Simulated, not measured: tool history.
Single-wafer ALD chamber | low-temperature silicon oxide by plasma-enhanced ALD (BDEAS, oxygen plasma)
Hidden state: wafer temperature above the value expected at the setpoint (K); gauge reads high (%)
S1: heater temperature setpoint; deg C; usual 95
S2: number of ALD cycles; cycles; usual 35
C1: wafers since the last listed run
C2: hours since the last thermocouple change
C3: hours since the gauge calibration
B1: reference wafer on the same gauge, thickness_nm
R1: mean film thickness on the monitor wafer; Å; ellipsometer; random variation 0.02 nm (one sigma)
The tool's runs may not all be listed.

Run 1, day 0: usual settings but S1 88 deg C, S2 41 cycles; C1 0; C2 997.1; C3 603.5; B1 5.838. Result: R1 67.4 Å.
Run 2, day 1.008: usual settings; C1 117; C2 1021.3; C3 627.7; B1 5.858. Result: R1 55.73 Å.
Run 3, day 2.929: usual settings but S1 98 deg C; C1 223; C2 1067.4; C3 673.8; B1 5.845. Result: R1 55.27 Å.
Run 4, day 4.042: usual settings but S1 98 deg C; C1 129; C2 1094.1; C3 700.5; B1 5.852. Result: R1 55.11 Å.
Run 5, day 5.475: usual settings but S1 84 deg C, S2 38 cycles; C1 166; C2 1128.5; C3 734.9; B1 5.861. Result: R1 63.21 Å.
Run 6, day 7.696: usual settings; C1 258; C2 1181.8; C3 788.2; B1 5.847. Result: R1 55.94 Å.
Run 7, day 9.504: usual settings; C1 210; C2 1225.2; C3 831.6; B1 5.846. Result: R1 55.88 Å.
Run 8, day 11.142: usual settings; C1 190; C2 1264.5; C3 870.9; B1 5.847. Result: R1 55.85 Å.
Run 9, day 12.217: usual settings; C1 125; C2 1290.3; C3 896.7; B1 5.847. Result: R1 56.06 Å.
Run 10, day 20.946: usual settings but S1 98 deg C, S2 37 cycles; C1 1015; C2 1499.8; C3 1106.2; B1 5.85. Result: R1 58.52 Å.
Run 11, day 22.592: usual settings but S1 88 deg C; C1 191; C2 1539.3; C3 1145.7; B1 5.851. Result: R1 57.28 Å.
Run 12, day 24.633: usual settings but S1 88 deg C; C1 237; C2 1588.3; C3 1194.7; B1 5.847. Result: R1 57.3 Å.
Run 13, day 26.212: usual settings but S1 88 deg C; C1 183; C2 1626.2; C3 1232.6; B1 5.86. Result: R1 57.3 Å.
Run 14, day 27.608: usual settings; C1 162; C2 1659.7; C3 1266.1; B1 5.857. Result: R1 56.24 Å.
Run 15, day 29.083: usual settings; C1 171; C2 1695.1; C3 1301.5; B1 5.844. Result: R1 55.88 Å.
Run 16, day 30.888: usual settings; C1 209; C2 1738.4; C3 1344.8; B1 5.855. Result: R1 55.21 Å.
Run 17, day 32.833: usual settings; C1 226; C2 1785.1; C3 1391.5; B1 5.846. Result: R1 55.76 Å.
Run 18, day 34.542: usual settings; C1 198; C2 1826.1; C3 1432.5; B1 5.855. Result: R1 55.37 Å.
Run 19, day 37.246: usual settings; C1 314; C2 1891; C3 1497.4; B1 5.852. Result: R1 55.74 Å.
Run 20, day 38.612: usual settings but S1 99 deg C; C1 159; C2 1923.8; C3 1530.2; B1 5.86. Result: R1 55.34 Å.
Run 21, day 40.017: usual settings; C1 163; C2 1957.5; C3 1563.9; B1 5.859. Result: R1 55.67 Å.
Run 22, day 42: usual settings; C1 230; C2 2005.1; C3 1611.5; B1 5.847. Result: R1 55.66 Å.
Run 23, day 44.679: usual settings but S2 28 cycles; C1 311; C2 2069.4; C3 1675.8; B1 5.863. Result: R1 44.33 Å.
Run 24, day 47.538: usual settings but S1 83 deg C; C1 332; C2 2138; C3 1744.4; B1 5.851. Result: R1 57.76 Å.
Run 25, day 49.95: usual settings but S1 83 deg C, S2 41 cycles; C1 280; C2 2195.9; C3 1802.3; B1 5.865. Result: R1 67.53 Å.
Run 26, day 52.417: usual settings but S2 33 cycles; C1 287; C2 2255.1; C3 1861.5; B1 5.852. Result: R1 52.39 Å.
Run 27, day 53.796: usual settings; C1 160; C2 2288.2; C3 1894.6; B1 5.847. Result: R1 55.07 Å.
Run 28, day 55.288: usual settings but S2 28 cycles; C1 173; C2 2324; C3 1930.4; B1 5.843. Result: R1 44.35 Å.
Run 29, day 56.329: usual settings but S1 100 deg C, S2 32 cycles; C1 121; C2 2349; C3 1955.4; B1 5.847. Result: R1 50 Å.
Run 30, day 58.362: usual settings but S1 84 deg C, S2 37 cycles; C1 236; C2 2397.8; C3 2004.2; B1 5.844. Result: R1 60.7 Å.
Run 31, day 60.454: usual settings; C1 243; C2 2448; C3 2054.4; B1 5.84. Result: R1 55.13 Å.
Run 32, day 63.371: usual settings but S1 89 deg C, S2 42 cycles; C1 339; C2 2518; C3 2124.4; B1 5.852. Result: R1 67.94 Å.
Run 33, day 64.717: usual settings but S1 84 deg C, S2 39 cycles; C1 156; C2 2550.3; C3 2156.7; B1 5.85. Result: R1 63.78 Å.
At day 64.783: gauge calibrated.
Run 34, day 66.992: usual settings but S2 40 cycles; C1 264; C2 2604.9; C3 53; B1 5.838. Result: R1 62.97 Å.
Run 35, day 68.842: usual settings but S1 91 deg C, S2 38 cycles; C1 215; C2 2649.3; C3 97.4; B1 5.851. Result: R1 60.35 Å.
Run 36, day 70.017: usual settings; C1 136; C2 2677.5; C3 125.6; B1 5.848. Result: R1 54.87 Å.
At day 70.4: thermocouple changed; heater temperature recalibrated.
Run 37, day 71.554: usual settings but S2 30 cycles; C1 140; C2 27.7; C3 162.5; B1 5.853. Result: R1 48.18 Å.
Run 38, day 74.354: usual settings but S1 84 deg C, S2 30 cycles; C1 325; C2 94.9; C3 229.7; B1 5.848. Result: R1 50.08 Å.
Run 39, day 81.375: usual settings; C1 817; C2 263.4; C3 398.2; B1 5.865. Result: R1 56.63 Å.
Run 40, day 82.817: usual settings; C1 167; C2 298; C3 432.8; B1 5.846. Result: R1 56.43 Å.
Run 41, day 83.971: usual settings but S1 90 deg C; C1 134; C2 325.7; C3 460.5; B1 5.85. Result: R1 57.39 Å.
Run 42, day 85.171: usual settings; C1 139; C2 354.5; C3 489.3; B1 5.848. Result: R1 56.16 Å.
Run 43, day 87.508: usual settings but S1 110 deg C, S2 33 cycles; C1 272; C2 410.6; C3 545.4; B1 5.854. Result: R1 51.05 Å.
Run 44, day 89.554: usual settings but S1 84 deg C, S2 39 cycles; C1 238; C2 459.7; C3 594.5; B1 5.856. Result: R1 65.21 Å.
Run 45, day 96.312: usual settings but S1 90 deg C, S2 38 cycles; C1 786; C2 621.9; C3 756.7; B1 5.85. Result: R1 62.42 Å.
Run 46, day 98.462: usual settings but S1 89 deg C, S2 33 cycles; C1 250; C2 673.5; C3 808.3; B1 5.849. Result: R1 54.25 Å.

Forecast each of these 5 alternatives for the next run:
Run A, day 98.483: usual settings; C1 2; C2 674; C3 808.8; B1 ?. Result: R1 ?.
Run B, day 98.483: usual settings but S1 81 deg C, S2 30 cycles; C1 2; C2 674; C3 808.8; B1 ?. Result: R1 ?.
Run C, day 98.483: usual settings but S1 91 deg C, S2 32 cycles; C1 2; C2 674; C3 808.8; B1 ?. Result: R1 ?.
Run D, day 98.483: usual settings but S1 89 deg C, S2 40 cycles; C1 2; C2 674; C3 808.8; B1 ?. Result: R1 ?.
Run E, day 98.483: usual settings but S1 80 deg C, S2 39 cycles; C1 2; C2 674; C3 808.8; B1 ?. Result: R1 ?.

run     B1     R1
  A  5.846  56.23
  B  5.846  50.58
  C  5.846  52.14
  D  5.846  65.63
  E  5.846  65.98
Without the tool's hidden state the same runs would have given:
run     R1
  A  56.27
  B  50.61
  C  52.17
  D  65.67
  E  66.02
